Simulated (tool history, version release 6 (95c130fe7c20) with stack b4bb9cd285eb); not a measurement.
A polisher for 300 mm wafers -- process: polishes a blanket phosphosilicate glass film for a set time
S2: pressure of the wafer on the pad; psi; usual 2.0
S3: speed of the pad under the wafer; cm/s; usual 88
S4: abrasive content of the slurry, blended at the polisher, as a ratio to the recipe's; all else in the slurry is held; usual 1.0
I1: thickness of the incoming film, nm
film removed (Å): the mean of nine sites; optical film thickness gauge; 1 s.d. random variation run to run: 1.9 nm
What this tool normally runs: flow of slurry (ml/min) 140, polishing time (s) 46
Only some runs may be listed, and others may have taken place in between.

{"run": 1, "hour": 0.0, "flow of slurry (ml/min)": 140, "S2": 2.0, "S3": 88, "S4": 1.0, "polishing time (s)": 46, "I1": 2563.7, "film removed (Å)": 1637}
{"run": 2, "hour": 89.5, "flow of slurry (ml/min)": 140, "S2": 2.0, "S3": 88, "S4": 1.0, "polishing time (s)": 46, "I1": 2583.1, "film removed (Å)": 1563}
{"hour": 94.4, "done": "slurry blender recalibrated"}
{"hour": 97.9, "done": "slurry nozzle cleaned"}
{"hour": 114.1, "done": "conditioning disc replaced and pad reconditioned"}
{"run": 3, "hour": 115.1, "flow of slurry (ml/min)": 140, "S2": 2.0, "S3": 88, "S4": 1.0, "polishing time (s)": 46, "I1": 2537.6, "film removed (Å)": 1809}
{"hour": 199.6, "done": "worn pad replaced by a new one"}
{"run": 4, "hour": 214.4, "flow of slurry (ml/min)": 140, "S2": 2.0, "S3": 88, "S4": 1.0, "polishing time (s)": 46, "I1": 2566.5, "film removed (Å)": 1580}
{"run": 5, "hour": 245.5, "flow of slurry (ml/min)": 140, "S2": 2.0, "S3": 88, "S4": 1.0, "polishing time (s)": 46, "I1": 2542.5, "film removed (Å)": 1568}
{"run": 6, "hour": 260.2, "flow of slurry (ml/min)": 140, "S2": 2.0, "S3": 88, "S4": 1.0, "polishing time (s)": 46, "I1": 2555.0, "film removed (Å)": 1561}
{"run": 7, "hour": 331.6, "flow of slurry (ml/min)": 140, "S2": 2.0, "S3": 88, "S4": 1.0, "polishing time (s)": 46, "I1": 2597.3, "film removed (Å)": 1554}
{"hour": 335.3, "done": "conditioning disc replaced and pad reconditioned"}
{"run": 8, "hour": 356.5, "flow of slurry (ml/min)": 95, "S2": 2.0, "S3": 60, "S4": 1.2, "polishing time (s)": 51, "I1": 2588.5, "film removed (Å)": 1700}
{"run": 9, "hour": 384.9, "flow of slurry (ml/min)": 140, "S2": 2.0, "S3": 104, "S4": 1.0, "polishing time (s)": 46, "I1": 2552.4, "film removed (Å)": 1806}
{"hour": 418.7, "done": "worn pad replaced by a new one"}
{"run": 10, "hour": 419.2, "flow of slurry (ml/min)": 180, "S2": 2.6, "S3": 70, "S4": 1.0, "polishing time (s)": 46, "I1": 2516.1, "film removed (Å)": 1898}
{"run": 11, "hour": 435.7, "flow of slurry (ml/min)": 140, "S2": 2.0, "S3": 88, "S4": 1.0, "polishing time (s)": 46, "I1": 2562.4, "film removed (Å)": 1638}
{"run": 12, "hour": 468.0, "flow of slurry (ml/min)": 140, "S2": 2.0, "S3": 88, "S4": 1.0, "polishing time (s)": 46, "I1": 2568.2, "film removed (Å)": 1598}
{"hour": 485.4, "done": "slurry blender recalibrated"}
{"run": 13, "hour": 485.9, "flow of slurry (ml/min)": 140, "S2": 1.5, "S3": 88, "S4": 1.0, "polishing time (s)": 39, "I1": 2561.5, "film removed (Å)": 1053}
{"hour": 560.1, "done": "conditioning disc replaced and pad reconditioned"}
{"run": 14, "hour": 565.7, "flow of slurry (ml/min)": 140, "S2": 2.0, "S3": 88, "S4": 1.0, "polishing time (s)": 46, "I1": 2609.4, "film removed (Å)": 1802}

Run 15, settings as shown, results not yet in. Your forecast:
{"run": 15, "hour": 600.7, "flow of slurry (ml/min)": 140, "S2": 2.0, "S3": 60, "S4": 1.0, "polishing time (s)": 46, "I1": 2537.8, "film removed (Å)": "?"}

Logged for run 15: film removed (Å) 1425.
On a tool with no hidden condition, and with the same random variation, this run would have come out at film removed (Å) 1518.
